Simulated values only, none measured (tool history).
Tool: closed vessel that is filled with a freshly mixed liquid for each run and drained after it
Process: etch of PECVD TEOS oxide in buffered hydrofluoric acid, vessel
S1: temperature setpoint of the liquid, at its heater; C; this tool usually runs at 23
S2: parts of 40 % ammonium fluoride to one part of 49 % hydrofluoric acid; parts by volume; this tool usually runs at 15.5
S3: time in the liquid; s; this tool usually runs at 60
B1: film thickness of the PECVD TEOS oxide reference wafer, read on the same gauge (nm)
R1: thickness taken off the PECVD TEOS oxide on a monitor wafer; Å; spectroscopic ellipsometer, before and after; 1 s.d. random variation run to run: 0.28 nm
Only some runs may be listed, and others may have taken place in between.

run 1 hour=0 | S1=23 S2=15.5 S3=60 | B1=29.99 | R1=786.1
run 2 hour=8.9 | S1=23 S2=15.5 S3=60 | B1=30.01 | R1=783.4
run 3 hour=17.6 | S1=23 S2=20.5 S3=60 | B1=29.98 | R1=599.2
run 4 hour=26.2 | S1=23 S2=15.5 S3=60 | B1=29.98 | R1=785.6
run 5 hour=41.8 | S1=23 S2=15.5 S3=50 | B1=30 | R1=656.6
run 6 hour=47.8 | S1=23 S2=20 S3=60 | B1=30.03 | R1=612
run 7 hour=59.9 | S1=23 S2=20 S3=60 | B1=30.02 | R1=615.2
run 8 hour=72.4 | S1=23 S2=20 S3=60 | B1=30 | R1=609.2
run 9 hour=87.7 | S1=23 S2=18.5 S3=85 | B1=30.02 | R1=941.7
run 10 hour=102.5 | S1=23 S2=15.5 S3=60 | B1=30 | R1=792.5
run 11 hour=114.8 | S1=23 S2=15.5 S3=60 | B1=29.96 | R1=784.4
run 12 hour=128.4 | S1=23 S2=15.5 S3=60 | B1=30.04 | R1=784.7
run 13 hour=139.7 | S1=23 S2=19.5 S3=60 | B1=30.04 | R1=628.5
run 14 hour=155 | S1=23 S2=19.5 S3=60 | B1=30.02 | R1=627.6
run 15 hour=171.2 | S1=23 S2=15.5 S3=60 | B1=29.99 | R1=783.6
run 16 hour=179.7 | S1=21.5 S2=20 S3=75 | B1=30.03 | R1=703.3
run 17 hour=186.7 | S1=23 S2=15.5 S3=60 | B1=30 | R1=788.1
run 18 hour=204.4 | S1=26.5 S2=15.5 S3=60 | B1=29.98 | R1=961.3
run 19 hour=218.4 | S1=20 S2=11 S3=30 | B1=30.04 | R1=462.9
run 20 hour=227.1 | S1=23 S2=20.5 S3=60 | B1=30.02 | R1=597.8
run 21 hour=236.8 | S1=23 S2=19 S3=60 | B1=30 | R1=645.9
run 22 hour=245.9 | S1=23 S2=18 S3=60 | B1=30.03 | R1=679.1
run 23 hour=281.8 | S1=26.5 S2=11 S3=80 | B1=30.04 | R1=1764.6
-- hour=287.7 gauge calibrated
run 24 hour=296.1 | S1=23 S2=19 S3=60 | B1=30.06 | R1=644.6
-- hour=300.4 hydrofluoric acid flow meter replaced
run 25 hour=307.9 | S1=23 S2=13 S3=50 | B1=30.01 | R1=703.2
-- hour=319.2 thermometer replaced
run 26 hour=357.2 | S1=23 S2=15.5 S3=60 | B1=29.95 | R1=788.4
run 27 hour=371.8 | S1=27.5 S2=21.5 S3=60 | B1=29.98 | R1=738.8
run 28 hour=388.5 | S1=23 S2=15.5 S3=60 | B1=29.99 | R1=786.8
run 29 hour=403.1 | S1=24.5 S2=12.5 S3=50 | B1=30.02 | R1=874.8
run 30 hour=414.2 | S1=23 S2=15.5 S3=60 | B1=29.97 | R1=785.4
run 31 hour=443.3 | S1=23 S2=10 S3=60 | B1=30 | R1=1195.4
run 32 hour=453.2 | S1=27 S2=20 S3=60 | B1=30.02 | R1=758.2
run 33 hour=470.9 | S1=21 S2=19.5 S3=70 | B1=30.03 | R1=656.5

Branching from run 33: 4 alternative next runs. What would each branch give?
run A hour=471.6 | S1=23 S2=15.5 S3=60 | B1=? | R1=?
run B hour=471.6 | S1=23 S2=15.5 S3=75 | B1=? | R1=?
run C hour=471.6 | S1=24.5 S2=11 S3=80 | B1=? | R1=?
run D hour=471.6 | S1=23 S2=19 S3=35 | B1=? | R1=?

run=A B1=30 R1=783.5
run=B B1=30 R1=979.4
run=C B1=30 R1=1586.7
run=D B1=30 R1=374
Without the tool's unlogged condition, the same runs would have read:
run=A R1=786.9
run=B R1=983.6
run=C R1=1593.5
run=D R1=375.6

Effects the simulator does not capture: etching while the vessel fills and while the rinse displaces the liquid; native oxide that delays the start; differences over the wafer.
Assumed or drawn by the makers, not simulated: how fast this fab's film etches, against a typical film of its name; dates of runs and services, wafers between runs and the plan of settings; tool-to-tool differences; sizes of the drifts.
